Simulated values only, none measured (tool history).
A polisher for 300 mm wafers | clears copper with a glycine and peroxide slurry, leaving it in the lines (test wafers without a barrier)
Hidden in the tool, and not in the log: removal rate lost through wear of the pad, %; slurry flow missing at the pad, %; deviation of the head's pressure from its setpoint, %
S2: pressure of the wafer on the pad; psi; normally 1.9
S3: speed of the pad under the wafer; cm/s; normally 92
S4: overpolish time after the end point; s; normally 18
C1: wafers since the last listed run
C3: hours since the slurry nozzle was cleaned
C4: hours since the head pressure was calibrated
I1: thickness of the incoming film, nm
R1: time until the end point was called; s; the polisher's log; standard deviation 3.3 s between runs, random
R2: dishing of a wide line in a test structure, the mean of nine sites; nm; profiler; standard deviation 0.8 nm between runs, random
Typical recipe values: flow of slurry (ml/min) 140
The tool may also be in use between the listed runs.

{"run": 1, "hour": 0.0, "flow of slurry (ml/min)": 140, "S2": 1.9, "S3": 92, "S4": 18, "C1": 0, "wafers polished on this pad": 473, "C3": 208.3, "C4": 1196.0, "I1": 600.1, "R1": 213.7, "R2": 37.0}
{"hour": 7.7, "done": "worn pad replaced by a new one"}
{"run": 2, "hour": 8.2, "flow of slurry (ml/min)": 140, "S2": 1.9, "S3": 92, "S4": 18, "C1": 25, "wafers polished on this pad": 2, "C3": 216.5, "C4": 1204.2, "I1": 600.7, "R1": 215.7, "R2": 37.6}
{"run": 3, "hour": 16.8, "flow of slurry (ml/min)": 140, "S2": 1.9, "S3": 92, "S4": 18, "C1": 52, "wafers polished on this pad": 55, "C3": 225.1, "C4": 1212.8, "I1": 597.0, "R1": 227.6, "R2": 36.7}
{"run": 4, "hour": 25.3, "flow of slurry (ml/min)": 110, "S2": 1.9, "S3": 92, "S4": 18, "C1": 52, "wafers polished on this pad": 108, "C3": 233.6, "C4": 1221.3, "I1": 603.1, "R1": 247.3, "R2": 32.6}
{"run": 5, "hour": 39.0, "flow of slurry (ml/min)": 140, "S2": 1.9, "S3": 92, "S4": 18, "C1": 84, "wafers polished on this pad": 192, "C3": 247.3, "C4": 1235.0, "I1": 592.6, "R1": 218.2, "R2": 36.0}
{"run": 6, "hour": 47.5, "flow of slurry (ml/min)": 140, "S2": 1.9, "S3": 92, "S4": 18, "C1": 52, "wafers polished on this pad": 244, "C3": 255.8, "C4": 1243.5, "I1": 601.6, "R1": 221.1, "R2": 36.2}
{"run": 7, "hour": 59.7, "flow of slurry (ml/min)": 140, "S2": 1.9, "S3": 92, "S4": 18, "C1": 75, "wafers polished on this pad": 319, "C3": 268.0, "C4": 1255.7, "I1": 593.0, "R1": 223.6, "R2": 36.1}
{"run": 8, "hour": 68.9, "flow of slurry (ml/min)": 140, "S2": 1.9, "S3": 92, "S4": 18, "C1": 56, "wafers polished on this pad": 376, "C3": 277.2, "C4": 1264.9, "I1": 605.8, "R1": 229.9, "R2": 35.6}
{"run": 9, "hour": 83.6, "flow of slurry (ml/min)": 140, "S2": 1.9, "S3": 92, "S4": 18, "C1": 90, "wafers polished on this pad": 466, "C3": 291.9, "C4": 1279.6, "I1": 592.3, "R1": 220.0, "R2": 35.4}
{"run": 10, "hour": 91.4, "flow of slurry (ml/min)": 140, "S2": 1.9, "S3": 92, "S4": 18, "C1": 47, "wafers polished on this pad": 514, "C3": 299.7, "C4": 1287.4, "I1": 599.8, "R1": 228.4, "R2": 35.5}
{"hour": 105.3, "done": "worn pad replaced by a new one, of another model than before"}
{"run": 11, "hour": 105.8, "flow of slurry (ml/min)": 140, "S2": 1.9, "S3": 92, "S4": 16, "C1": 63, "wafers polished on this pad": 2, "C3": 314.1, "C4": 1301.8, "I1": 596.8, "R1": 253.1, "R2": 29.1}
{"run": 12, "hour": 117.1, "flow of slurry (ml/min)": 140, "S2": 1.9, "S3": 92, "S4": 16, "C1": 69, "wafers polished on this pad": 72, "C3": 325.4, "C4": 1313.1, "I1": 600.4, "R1": 253.6, "R2": 29.4}
{"run": 13, "hour": 127.0, "flow of slurry (ml/min)": 140, "S2": 1.9, "S3": 92, "S4": 18, "C1": 60, "wafers polished on this pad": 133, "C3": 335.3, "C4": 1323.0, "I1": 591.9, "R1": 252.6, "R2": 32.5}
{"run": 14, "hour": 134.9, "flow of slurry (ml/min)": 140, "S2": 1.9, "S3": 92, "S4": 18, "C1": 48, "wafers polished on this pad": 181, "C3": 343.2, "C4": 1330.9, "I1": 600.1, "R1": 246.3, "R2": 31.9}
{"run": 15, "hour": 142.5, "flow of slurry (ml/min)": 140, "S2": 1.9, "S3": 92, "S4": 18, "C1": 46, "wafers polished on this pad": 228, "C3": 350.8, "C4": 1338.5, "I1": 591.8, "R1": 252.0, "R2": 32.3}
{"run": 16, "hour": 153.0, "flow of slurry (ml/min)": 90, "S2": 1.9, "S3": 92, "S4": 27, "C1": 64, "wafers polished on this pad": 293, "C3": 361.3, "C4": 1349.0, "I1": 602.3, "R1": 416.8, "R2": 30.8}
{"hour": 181.9, "done": "worn pad replaced by a new one"}
{"run": 17, "hour": 187.6, "flow of slurry (ml/min)": 140, "S2": 1.9, "S3": 92, "S4": 18, "C1": 188, "wafers polished on this pad": 34, "C3": 395.9, "C4": 1383.6, "I1": 598.3, "R1": 264.4, "R2": 30.3}
{"hour": 195.2, "done": "head pressure recalibrated"}
{"run": 18, "hour": 198.4, "flow of slurry (ml/min)": 140, "S2": 1.9, "S3": 92, "S4": 18, "C1": 54, "wafers polished on this pad": 88, "C3": 406.7, "C4": 3.2, "I1": 589.5, "R1": 257.1, "R2": 31.7}
{"run": 19, "hour": 212.1, "flow of slurry (ml/min)": 140, "S2": 2.5, "S3": 92, "S4": 18, "C1": 84, "wafers polished on this pad": 173, "C3": 420.4, "C4": 16.9, "I1": 593.5, "R1": 194.6, "R2": 39.4}
{"run": 20, "hour": 243.7, "flow of slurry (ml/min)": 110, "S2": 1.4, "S3": 102, "S4": 14, "C1": 194, "wafers polished on this pad": 367, "C3": 452.0, "C4": 48.5, "I1": 600.6, "R1": 397.9, "R2": 16.8}
{"run": 21, "hour": 249.7, "flow of slurry (ml/min)": 140, "S2": 1.9, "S3": 124, "S4": 18, "C1": 36, "wafers polished on this pad": 404, "C3": 458.0, "C4": 54.5, "I1": 600.1, "R1": 201.3, "R2": 38.8}
{"run": 22, "hour": 256.2, "flow of slurry (ml/min)": 140, "S2": 2.2, "S3": 92, "S4": 15, "C1": 39, "wafers polished on this pad": 444, "C3": 464.5, "C4": 61.0, "I1": 601.0, "R1": 230.2, "R2": 29.8}
{"hour": 264.9, "done": "slurry nozzle cleaned"}
{"hour": 269.4, "done": "worn pad replaced by a new one"}
{"run": 23, "hour": 269.9, "flow of slurry (ml/min)": 140, "S2": 1.9, "S3": 92, "S4": 18, "C1": 53, "wafers polished on this pad": 3, "C3": 5.0, "C4": 74.7, "I1": 608.2, "R1": 200.6, "R2": 37.5}
{"run": 24, "hour": 285.8, "flow of slurry (ml/min)": 185, "S2": 1.9, "S3": 92, "S4": 18, "C1": 97, "wafers polished on this pad": 100, "C3": 20.9, "C4": 90.6, "I1": 595.0, "R1": 190.4, "R2": 41.3}
{"run": 25, "hour": 293.3, "flow of slurry (ml/min)": 160, "S2": 1.6, "S3": 102, "S4": 14, "C1": 46, "wafers polished on this pad": 147, "C3": 28.4, "C4": 98.1, "I1": 610.6, "R1": 214.7, "R2": 29.7}
{"run": 26, "hour": 300.0, "flow of slurry (ml/min)": 90, "S2": 1.7, "S3": 92, "S4": 24, "C1": 41, "wafers polished on this pad": 188, "C3": 35.1, "C4": 104.8, "I1": 591.5, "R1": 304.2, "R2": 33.5}
{"run": 27, "hour": 313.2, "flow of slurry (ml/min)": 185, "S2": 1.9, "S3": 92, "S4": 18, "C1": 81, "wafers polished on this pad": 269, "C3": 48.3, "C4": 118.0, "I1": 603.0, "R1": 199.2, "R2": 39.6}
{"run": 28, "hour": 326.5, "flow of slurry (ml/min)": 95, "S2": 1.2, "S3": 68, "S4": 12, "C1": 81, "wafers polished on this pad": 351, "C3": 61.6, "C4": 131.3, "I1": 591.9, "R1": 531.8, "R2": 10.7}
{"run": 29, "hour": 336.8, "flow of slurry (ml/min)": 115, "S2": 1.9, "S3": 112, "S4": 15, "C1": 63, "wafers polished on this pad": 414, "C3": 71.9, "C4": 141.6, "I1": 598.0, "R1": 200.7, "R2": 33.0}

Branching from run 29: 5 alternative next runs. What would each branch give?
{"run": "A", "hour": 337.3, "flow of slurry (ml/min)": 140, "S2": 1.9, "S3": 92, "S4": 18, "C1": 3, "wafers polished on this pad": 417, "C3": 72.4, "C4": 142.1, "I1": 606.9, "R1": "?", "R2": "?"}
{"run": "B", "hour": 337.3, "flow of slurry (ml/min)": 110, "S2": 1.4, "S3": 92, "S4": 14, "C1": 3, "wafers polished on this pad": 417, "C3": 72.4, "C4": 142.1, "I1": 606.9, "R1": "?", "R2": "?"}
{"run": "C", "hour": 337.3, "flow of slurry (ml/min)": 140, "S2": 1.9, "S3": 120, "S4": 18, "C1": 3, "wafers polished on this pad": 417, "C3": 72.4, "C4": 142.1, "I1": 606.9, "R1": "?", "R2": "?"}
{"run": "D", "hour": 337.3, "flow of slurry (ml/min)": 140, "S2": 1.9, "S3": 120, "S4": 21, "C1": 3, "wafers polished on this pad": 417, "C3": 72.4, "C4": 142.1, "I1": 606.9, "R1": "?", "R2": "?"}
{"run": "E", "hour": 337.3, "flow of slurry (ml/min)": 140, "S2": 1.9, "S3": 76, "S4": 21, "C1": 3, "wafers polished on this pad": 417, "C3": 72.4, "C4": 142.1, "I1": 606.9, "R1": "?", "R2": "?"}

run=A R1=223.9 R2=37.4
run=B R1=340.3 R2=20.2
run=C R1=172.8 R2=46.3
run=D R1=172.8 R2=52.5
run=E R1=269.3 R2=36.7
The same runs, with their run-to-run variation unchanged, on a tool lacking any hidden condition would have given:
run=A R1=209.5 R2=39.6
run=B R1=309.3 R2=22.1
run=C R1=161.8 R2=48.9
run=D R1=161.8 R2=55.4
run=E R1=252.1 R2=38.9
